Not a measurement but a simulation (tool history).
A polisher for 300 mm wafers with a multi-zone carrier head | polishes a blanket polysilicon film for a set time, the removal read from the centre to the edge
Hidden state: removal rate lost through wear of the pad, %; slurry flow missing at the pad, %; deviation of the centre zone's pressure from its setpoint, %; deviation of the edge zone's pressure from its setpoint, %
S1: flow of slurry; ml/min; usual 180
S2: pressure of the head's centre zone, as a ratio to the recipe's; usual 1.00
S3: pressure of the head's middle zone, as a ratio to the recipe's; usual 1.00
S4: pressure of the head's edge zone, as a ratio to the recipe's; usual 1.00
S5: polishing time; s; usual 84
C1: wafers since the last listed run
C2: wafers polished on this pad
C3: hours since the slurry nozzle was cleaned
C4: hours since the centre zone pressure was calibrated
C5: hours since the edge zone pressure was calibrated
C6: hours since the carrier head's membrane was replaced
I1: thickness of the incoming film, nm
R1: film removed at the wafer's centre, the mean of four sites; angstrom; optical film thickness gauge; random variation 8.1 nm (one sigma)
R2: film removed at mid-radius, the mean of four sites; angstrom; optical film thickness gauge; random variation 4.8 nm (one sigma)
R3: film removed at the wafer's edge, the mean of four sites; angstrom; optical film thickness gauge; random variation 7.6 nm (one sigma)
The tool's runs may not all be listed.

Run 1, hour 0.0: usual settings; C1 0; C2 2385; C3 119.7; C4 386.5; C5 292.4; C6 477.5; I1 2360.0. Result: R1 6647 angstrom, R2 6378 angstrom, R3 6792 angstrom.
Run 2, hour 59.6: usual settings; C1 588; C2 2974; C3 179.3; C4 446.1; C5 352.0; C6 537.1; I1 2299.3. Result: R1 6407 angstrom, R2 6375 angstrom, R3 6626 angstrom.
At hour 72.7: worn pad replaced by a new one.
At hour 73.2: edge zone pressure recalibrated.
Run 3, hour 164.4: usual settings but S4 0.91, S5 69 s; C1 990; C2 900; C3 284.1; C4 550.9; C5 91.2; C6 641.9; I1 2321.5. Result: R1 5709 angstrom, R2 5536 angstrom, R3 5575 angstrom.
Run 4, hour 236.4: usual settings but S4 0.91, S5 69 s; C1 711; C2 1612; C3 356.1; C4 622.9; C5 163.2; C6 713.9; I1 2328.9. Result: R1 5498 angstrom, R2 5487 angstrom, R3 5597 angstrom.
Run 5, hour 298.5: usual settings but S4 0.91, S5 69 s; C1 613; C2 2226; C3 418.2; C4 685.0; C5 225.3; C6 776.0; I1 2328.3. Result: R1 5372 angstrom, R2 5328 angstrom, R3 5447 angstrom.
At hour 323.8: carrier head's membrane replaced by a new one.
At hour 374.8: worn pad replaced by a new one.
Run 6, hour 391.4: usual settings but S1 150 ml/min, S3 1.04; C1 829; C2 164; C3 511.1; C4 777.9; C5 318.2; C6 67.6; I1 2298.7. Result: R1 5921 angstrom, R2 6030 angstrom, R3 6176 angstrom.
At hour 444.8: centre zone pressure recalibrated.
At hour 466.1: slurry nozzle cleaned.
Run 7, hour 487.2: usual settings; C1 917; C2 1081; C3 21.1; C4 42.4; C5 414.0; C6 163.4; I1 2284.4. Result: R1 6093 angstrom, R2 6013 angstrom, R3 6252 angstrom.
At hour 499.5: edge zone pressure recalibrated.
Run 8, hour 550.6: usual settings; C1 606; C2 1688; C3 84.5; C4 105.8; C5 51.1; C6 226.8; I1 2326.2. Result: R1 5892 angstrom, R2 6005 angstrom, R3 6117 angstrom.
Run 9, hour 618.8: usual settings; C1 673; C2 2362; C3 152.7; C4 174.0; C5 119.3; C6 295.0; I1 2362.2. Result: R1 6053 angstrom, R2 5846 angstrom, R3 6126 angstrom.
At hour 689.6: worn pad replaced by a new one, repeated, since the last time left the tool worse.
Run 10, hour 702.6: usual settings but S3 0.91, S4 0.94; C1 788; C2 128; C3 236.5; C4 257.8; C5 203.1; C6 378.8; I1 2352.4. Result: R1 6904 angstrom, R2 6171 angstrom, R3 6842 angstrom.
Run 11, hour 768.2: usual settings but S3 1.09, S4 1.05; C1 648; C2 776; C3 302.1; C4 323.4; C5 268.7; C6 444.4; I1 2330.9. Result: R1 6753 angstrom, R2 7275 angstrom, R3 7014 angstrom.
Run 12, hour 853.9: usual settings but S1 155 ml/min, S2 0.90, S4 0.92; C1 846; C2 1623; C3 387.8; C4 409.1; C5 354.4; C6 530.1; I1 2338.2. Result: R1 5969 angstrom, R2 6454 angstrom, R3 6579 angstrom.
Run 13, hour 890.5: usual settings but S4 1.06, S5 60 s; C1 361; C2 1985; C3 424.4; C4 445.7; C5 391.0; C6 566.7; I1 2325.9. Result: R1 4738 angstrom, R2 4670 angstrom, R3 4915 angstrom.
At hour 909.4: edge zone pressure recalibrated.
At hour 935.7: slurry nozzle cleaned.
Run 14, hour 936.2: usual settings but S1 155 ml/min; C1 421; C2 2407; C3 0.5; C4 491.4; C5 26.8; C6 612.4; I1 2324.4. Result: R1 6524 angstrom, R2 6226 angstrom, R3 6734 angstrom.
At hour 988.4: worn pad replaced by a new one.
At hour 1038.2: carrier head's membrane replaced by a new one.
Run 15, hour 1042.6: usual settings but S4 0.89; C1 962; C2 485; C3 106.9; C4 597.8; C5 133.2; C6 4.4; I1 2325.7. Result: R1 6760 angstrom, R2 6775 angstrom, R3 6671 angstrom.
Run 16, hour 1131.3: usual settings but S5 105 s; C1 876; C2 1362; C3 195.6; C4 686.5; C5 221.9; C6 93.1; I1 2323.8. Result: R1 8532 angstrom, R2 8415 angstrom, R3 8547 angstrom.
Run 17, hour 1220.3: usual settings but S3 1.07, S5 100 s; C1 879; C2 2241; C3 284.6; C4 775.5; C5 310.9; C6 182.1; I1 2290.5. Result: R1 7880 angstrom, R2 8179 angstrom, R3 7904 angstrom.
Run 18, hour 1278.8: usual settings but S1 205 ml/min, S2 0.96, S3 0.89, S5 57 s; C1 578; C2 2820; C3 343.1; C4 834.0; C5 369.4; C6 240.6; I1 2309.7. Result: R1 4388 angstrom, R2 4044 angstrom, R3 4598 angstrom.
At hour 1302.5: edge zone pressure recalibrated.
Run 19, hour 1324.3: usual settings; C1 429; C2 3249; C3 388.6; C4 879.5; C5 21.8; C6 286.1; I1 2328.4. Result: R1 6354 angstrom, R2 6165 angstrom, R3 6524 angstrom.
At hour 1330.7: worn pad replaced by a new one.
Run 20, hour 1379.0: usual settings but S3 1.06; C1 501; C2 477; C3 443.3; C4 934.2; C5 76.5; C6 340.8; I1 2371.7. Result: R1 6816 angstrom, R2 7080 angstrom, R3 6986 angstrom.
At hour 1394.1: centre zone pressure recalibrated.
Run 21, hour 1415.4: usual settings but S1 225 ml/min, S3 1.09; C1 339; C2 817; C3 479.7; C4 21.3; C5 112.9; C6 377.2; I1 2354.6. Result: R1 7068 angstrom, R2 7395 angstrom, R3 7193 angstrom.
At hour 1449.8: slurry nozzle cleaned.
Run 22, hour 1492.8: usual settings; C1 755; C2 1572; C3 43.0; C4 98.7; C5 190.3; C6 454.6; I1 2290.3. Result: R1 6753 angstrom, R2 6581 angstrom, R3 6892 angstrom.

4 ways to go on from here, each from the tool as it stands after run 22. What would each give?
Run A, hour 1493.3: usual settings; C1 4; C2 1577; C3 43.5; C4 99.2; C5 190.8; C6 455.1; I1 2322.1. Result: R1 ?, R2 ?, R3 ?.
Run B, hour 1493.3: usual settings but S2 0.89, S4 0.90; C1 4; C2 1577; C3 43.5; C4 99.2; C5 190.8; C6 455.1; I1 2322.1. Result: R1 ?, R2 ?, R3 ?.
Run C, hour 1493.3: usual settings but S3 1.10, S4 1.06, S5 74 s; C1 4; C2 1577; C3 43.5; C4 99.2; C5 190.8; C6 455.1; I1 2322.1. Result: R1 ?, R2 ?, R3 ?.
Run D, hour 1493.3: usual settings but S1 145 ml/min; C1 4; C2 1577; C3 43.5; C4 99.2; C5 190.8; C6 455.1; I1 2322.1. Result: R1 ?, R2 ?, R3 ?.

run    R1    R2    R3
  A  6813  6629  6797
  B  6139  6633  6573
  C  6006  6332  6098
  D  6488  6348  6587
Without the tool's hidden state the same runs would have given:
run    R1    R2    R3
  A  6956  6768  6939
  B  6267  6772  6710
  C  6132  6465  6225
  D  6624  6481  6725
